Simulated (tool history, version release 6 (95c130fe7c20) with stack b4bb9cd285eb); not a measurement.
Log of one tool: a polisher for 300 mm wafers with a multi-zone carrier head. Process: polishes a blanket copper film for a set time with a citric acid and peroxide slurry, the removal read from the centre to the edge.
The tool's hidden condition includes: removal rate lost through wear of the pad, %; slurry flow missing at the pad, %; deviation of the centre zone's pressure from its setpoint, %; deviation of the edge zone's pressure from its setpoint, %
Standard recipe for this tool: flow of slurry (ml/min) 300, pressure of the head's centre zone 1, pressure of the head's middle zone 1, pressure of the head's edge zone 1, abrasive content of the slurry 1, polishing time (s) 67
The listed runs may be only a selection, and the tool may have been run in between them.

| run | day | flow of slurry (ml/min) | pressure of the head's centre zone | pressure of the head's middle zone | pressure of the head's edge zone | abrasive content of the slurry | polishing time (s) | wafers since the last listed run | wafers polished on this pad | hours since the slurry nozzle was cleaned | hours since the centre zone pressure was calibrated | hours since the edge zone pressure was calibrated | hours since the carrier head's membrane was replaced | incoming thickness of the incoming film, nm | film removed at the wafer's centre (nm) | film removed at mid-radius (nm) | film removed at the wafer's edge (nm) |
|---|---|---|---|---|---|---|---|---|---|---|---|---|---|---|---|---|---|
| 1 | 0 | 300 | 1 | 1 | 1 | 1 | 67 | 0 | 674 | 428.9 | 77 | 826.7 | 938.7 | 601.4 | 175.4 | 199.6 | 205 |
| 2 | 0.708 | 300 | 1.08 | 0.92 | 1 | 1 | 67 | 165 | 840 | 445.9 | 94 | 843.7 | 955.7 | 604.7 | 187.3 | 185.3 | 203.8 |
|  | 1 | edge zone pressure recalibrated |
|  | 1.121 | centre zone pressure recalibrated, repeated, since the last time left the tool worse |
|  | 1.479 | slurry nozzle cleaned |
| 3 | 1.5 | 330 | 1 | 0.93 | 0.92 | 1 | 75 | 136 | 976 | 0.5 | 9.1 | 12 | 974.7 | 612.6 | 229.5 | 208.2 | 214.5 |
|  | 1.821 | worn pad replaced by a new one |
| 4 | 2.1 | 300 | 1 | 1 | 1 | 1 | 67 | 101 | 65 | 14.9 | 23.5 | 26.4 | 989.1 | 618.1 | 200.2 | 202 | 196.8 |
| 5 | 2.838 | 220 | 1 | 1 | 0.92 | 0.85 | 82 | 172 | 237 | 32.6 | 41.2 | 44.1 | 1006.8 | 611 | 230.6 | 233.5 | 222.4 |
| 6 | 3.225 | 215 | 1 | 0.96 | 1 | 1 | 67 | 90 | 328 | 41.9 | 50.5 | 53.4 | 1016.1 | 601 | 192.1 | 187.5 | 193.3 |
| 7 | 3.929 | 390 | 1 | 1 | 1 | 1.15 | 67 | 164 | 493 | 58.8 | 67.4 | 70.3 | 1033 | 616.6 | 208.5 | 206.9 | 208.7 |
| 8 | 4.504 | 240 | 1 | 0.88 | 1 | 1 | 67 | 134 | 627 | 72.6 | 81.2 | 84.1 | 1046.8 | 609.5 | 193.2 | 171.8 | 201.3 |
| 9 | 5.129 | 300 | 1 | 1 | 1 | 1 | 67 | 146 | 773 | 87.6 | 96.2 | 99.1 | 1061.8 | 614.6 | 196.4 | 196.8 | 197.3 |
|  | 5.454 | carrier head's membrane replaced by a new one |
| 10 | 5.475 | 300 | 1 | 1 | 0.91 | 1 | 67 | 32 | 805 | 95.9 | 104.5 | 107.4 | 0.5 | 602 | 199.7 | 198.6 | 190.1 |
| 11 | 5.721 | 300 | 1 | 1 | 1 | 1 | 67 | 57 | 863 | 101.8 | 110.4 | 113.3 | 6.4 | 606.7 | 198.3 | 201.1 | 195.4 |
| 12 | 6.071 | 300 | 1 | 1 | 1 | 1 | 67 | 81 | 945 | 110.2 | 118.8 | 121.7 | 14.8 | 599.3 | 195.3 | 196.3 | 200.4 |
|  | 6.292 | worn pad replaced by a new one |
| 13 | 6.717 | 300 | 1 | 1 | 1 | 1 | 75 | 112 | 99 | 125.7 | 134.3 | 137.2 | 30.3 | 615.6 | 214.3 | 223 | 220.9 |
| 14 | 7.108 | 300 | 1 | 1.05 | 1 | 0.85 | 67 | 91 | 191 | 135.1 | 143.7 | 146.6 | 39.7 | 617.7 | 190.8 | 196.8 | 191.5 |
| 15 | 7.462 | 300 | 1 | 1 | 0.93 | 0.9 | 48 | 82 | 273 | 143.6 | 152.2 | 155.1 | 48.2 | 613.5 | 137.9 | 137.6 | 134.3 |
| 16 | 8.004 | 300 | 0.88 | 1 | 1.11 | 1 | 83 | 126 | 400 | 156.6 | 165.2 | 168.1 | 61.2 | 603.3 | 211.9 | 240.6 | 259.6 |
| 17 | 8.488 | 300 | 1 | 1.08 | 0.93 | 1 | 67 | 113 | 513 | 168.2 | 176.8 | 179.7 | 72.8 | 610.5 | 193.3 | 211 | 192.4 |
| 18 | 9.204 | 265 | 1 | 1 | 0.89 | 0.9 | 83 | 167 | 681 | 185.4 | 194 | 196.9 | 90 | 600.9 | 237.6 | 241 | 226.3 |
| 19 | 9.667 | 300 | 1 | 1 | 1 | 1 | 67 | 108 | 789 | 196.5 | 205.1 | 208 | 101.1 | 615.2 | 191.1 | 196.9 | 201.5 |
|  | 10.096 | worn pad replaced by a new one |
| 20 | 10.117 | 260 | 1 | 1 | 1 | 1 | 67 | 66 | 4 | 207.3 | 215.9 | 218.8 | 111.9 | 613.2 | 191 | 197.3 | 193.3 |
| 21 | 10.512 | 215 | 1 | 1.08 | 0.97 | 1 | 67 | 92 | 97 | 216.8 | 225.4 | 228.3 | 121.4 | 616.6 | 182.2 | 206 | 190.4 |
| 22 | 10.762 | 300 | 0.95 | 1 | 1 | 1 | 67 | 58 | 155 | 222.8 | 231.4 | 234.3 | 127.4 | 620.6 | 178.9 | 200 | 196 |

What the log doesn't show, run by run:
removal rate lost through wear of the pad, %: 0, the same for each run
slurry flow missing at the pad, %: 0, the same for each run
deviation of the edge zone's pressure from its setpoint, %: 0, the same for each run
H1: deviation of the centre zone's pressure from its setpoint, %
| run | H1 |
|---|---|
| 1 | -11.3 |
| 2 | -11.6 |
| 3 | 0.53 |
| 4 | 0.235 |
| 5 | -0.127 |
| 6 | -0.317 |
| 7 | -0.663 |
| 8 | -0.945 |
| 9 | -1.25 |
| 10 | -1.42 |
| 11 | -1.54 |
| 12 | -1.71 |
| 13 | -2.03 |
| 14 | -2.22 |
| 15 | -2.4 |
| 16 | -2.66 |
| 17 | -2.9 |
| 18 | -3.25 |
| 19 | -3.48 |
| 20 | -3.7 |
| 21 | -3.89 |
| 22 | -4.02 |
